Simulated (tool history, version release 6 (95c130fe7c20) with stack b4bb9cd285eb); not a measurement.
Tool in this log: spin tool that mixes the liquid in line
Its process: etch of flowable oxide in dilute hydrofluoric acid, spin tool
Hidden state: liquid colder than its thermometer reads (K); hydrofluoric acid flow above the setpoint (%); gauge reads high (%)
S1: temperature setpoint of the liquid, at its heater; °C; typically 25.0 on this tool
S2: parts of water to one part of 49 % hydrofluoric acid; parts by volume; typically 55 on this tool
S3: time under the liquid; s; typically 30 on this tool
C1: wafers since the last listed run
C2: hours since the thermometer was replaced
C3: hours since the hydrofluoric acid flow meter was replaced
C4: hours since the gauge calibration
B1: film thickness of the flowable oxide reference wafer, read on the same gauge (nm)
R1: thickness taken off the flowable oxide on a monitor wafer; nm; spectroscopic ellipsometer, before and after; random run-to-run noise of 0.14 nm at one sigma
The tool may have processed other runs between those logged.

| run | hour | S1 | S2 | S3 | C1 | C2 | C3 | C4 | B1 | R1 |
|---|---|---|---|---|---|---|---|---|---|---|
| 1 | 0.0 | 25.0 | 55 | 30 | 0 | 1940.6 | 514.2 | 332.5 | 39.98 | 29.05 |
| 2 | 20.3 | 25.0 | 55 | 45 | 452 | 1960.9 | 534.5 | 352.8 | 40.01 | 43.54 |
| 3 | 44.6 | 25.0 | 55 | 45 | 541 | 1985.2 | 558.8 | 377.1 | 39.99 | 43.85 |
| 4 | 85.3 | 25.0 | 65 | 30 | 906 | 2025.9 | 599.5 | 417.8 | 39.98 | 24.19 |
| 5 | 113.3 | 25.0 | 65 | 30 | 623 | 2053.9 | 627.5 | 445.8 | 39.97 | 24.13 |
| 6 | 207.2 | 25.0 | 55 | 30 | 2091 | 2147.8 | 721.4 | 539.7 | 39.94 | 28.91 |
| 7 | 228.8 | 25.0 | 55 | 30 | 481 | 2169.4 | 743.0 | 561.3 | 39.99 | 28.82 |
| 8 | 257.1 | 25.0 | 55 | 20 | 630 | 2197.7 | 771.3 | 589.6 | 40.02 | 19.16 |
| 9 | 279.7 | 25.0 | 55 | 20 | 503 | 2220.3 | 793.9 | 612.2 | 40.00 | 19.25 |
| 10 | 297.5 | 25.0 | 55 | 30 | 396 | 2238.1 | 811.7 | 630.0 | 39.97 | 28.83 |
| 11 | 317.1 | 25.0 | 55 | 30 | 436 | 2257.7 | 831.3 | 649.6 | 39.98 | 29.02 |
| 12 | 352.4 | 25.0 | 55 | 30 | 786 | 2293.0 | 866.6 | 684.9 | 39.97 | 28.94 |
| 13 | 377.5 | 25.0 | 55 | 30 | 559 | 2318.1 | 891.7 | 710.0 | 40.00 | 28.63 |
| 14 | 391.8 | 25.0 | 55 | 30 | 318 | 2332.4 | 906.0 | 724.3 | 40.05 | 28.90 |
|  | 408.4 | gauge calibrated |
| 15 | 408.5 | 25.0 | 55 | 30 | 371 | 2349.1 | 922.7 | 0.1 | 40.01 | 28.83 |
| 16 | 479.9 | 25.0 | 40 | 30 | 1590 | 2420.5 | 994.1 | 71.5 | 39.99 | 40.46 |
| 17 | 506.0 | 25.0 | 25 | 45 | 581 | 2446.6 | 1020.2 | 97.6 | 40.00 | 98.89 |
|  | 508.9 | hydrofluoric acid flow meter replaced |
| 18 | 531.0 | 22.0 | 65 | 30 | 534 | 2471.6 | 22.1 | 122.6 | 40.06 | 21.19 |
| 19 | 564.8 | 25.0 | 55 | 15 | 752 | 2505.4 | 55.9 | 156.4 | 40.02 | 14.20 |
| 20 | 597.5 | 25.0 | 55 | 30 | 728 | 2538.1 | 88.6 | 189.1 | 40.00 | 28.45 |
| 21 | 614.7 | 20.0 | 55 | 50 | 383 | 2555.3 | 105.8 | 206.3 | 40.00 | 38.67 |
|  | 642.6 | thermometer replaced |
| 22 | 650.6 | 27.5 | 70 | 15 | 777 | 8.0 | 141.7 | 242.2 | 40.00 | 13.00 |
| 23 | 667.5 | 25.0 | 55 | 25 | 376 | 24.9 | 158.6 | 259.1 | 40.01 | 25.40 |
| 24 | 685.8 | 25.0 | 80 | 30 | 407 | 43.2 | 176.9 | 277.4 | 39.96 | 20.27 |
| 25 | 716.2 | 25.0 | 55 | 30 | 677 | 73.6 | 207.3 | 307.8 | 39.98 | 30.42 |
| 26 | 734.7 | 25.0 | 55 | 15 | 412 | 92.1 | 225.8 | 326.3 | 40.00 | 15.15 |
| 27 | 766.4 | 25.0 | 55 | 30 | 706 | 123.8 | 257.5 | 358.0 | 39.99 | 30.48 |
| 28 | 781.7 | 25.0 | 55 | 30 | 340 | 139.1 | 272.8 | 373.3 | 39.99 | 30.20 |
| 29 | 814.9 | 25.0 | 55 | 30 | 739 | 172.3 | 306.0 | 406.5 | 39.96 | 30.38 |
| 30 | 827.3 | 28.0 | 75 | 50 | 276 | 184.7 | 318.4 | 418.9 | 39.96 | 40.69 |
| 31 | 856.6 | 27.0 | 75 | 50 | 652 | 214.0 | 347.7 | 448.2 | 39.96 | 39.10 |
| 32 | 880.8 | 25.0 | 55 | 30 | 539 | 238.2 | 371.9 | 472.4 | 39.94 | 30.34 |
| 33 | 904.7 | 27.5 | 55 | 30 | 532 | 262.1 | 395.8 | 496.3 | 40.00 | 33.52 |
| 34 | 925.6 | 27.0 | 55 | 30 | 465 | 283.0 | 416.7 | 517.2 | 40.01 | 32.73 |

Below are 4 alternative next runs, each starting from the tool's condition after run 34. Predict each:
| A | 926.0 | 25.0 | 75 | 30 | 8 | 283.4 | 417.1 | 517.6 | ? | ? |
| B | 926.0 | 25.0 | 70 | 30 | 8 | 283.4 | 417.1 | 517.6 | ? | ? |
| C | 926.0 | 26.5 | 55 | 30 | 8 | 283.4 | 417.1 | 517.6 | ? | ? |
| D | 926.0 | 25.0 | 45 | 15 | 8 | 283.4 | 417.1 | 517.6 | ? | ? |

| run | B1 | R1 |
|---|---|---|
| A | 40.01 | 21.70 |
| B | 40.01 | 23.40 |
| C | 40.01 | 32.28 |
| D | 40.01 | 18.82 |
Without the tool's hidden state the same runs would have given:
| run | R1 |
|---|---|
| A | 21.92 |
| B | 23.65 |
| C | 32.62 |
| D | 19.02 |

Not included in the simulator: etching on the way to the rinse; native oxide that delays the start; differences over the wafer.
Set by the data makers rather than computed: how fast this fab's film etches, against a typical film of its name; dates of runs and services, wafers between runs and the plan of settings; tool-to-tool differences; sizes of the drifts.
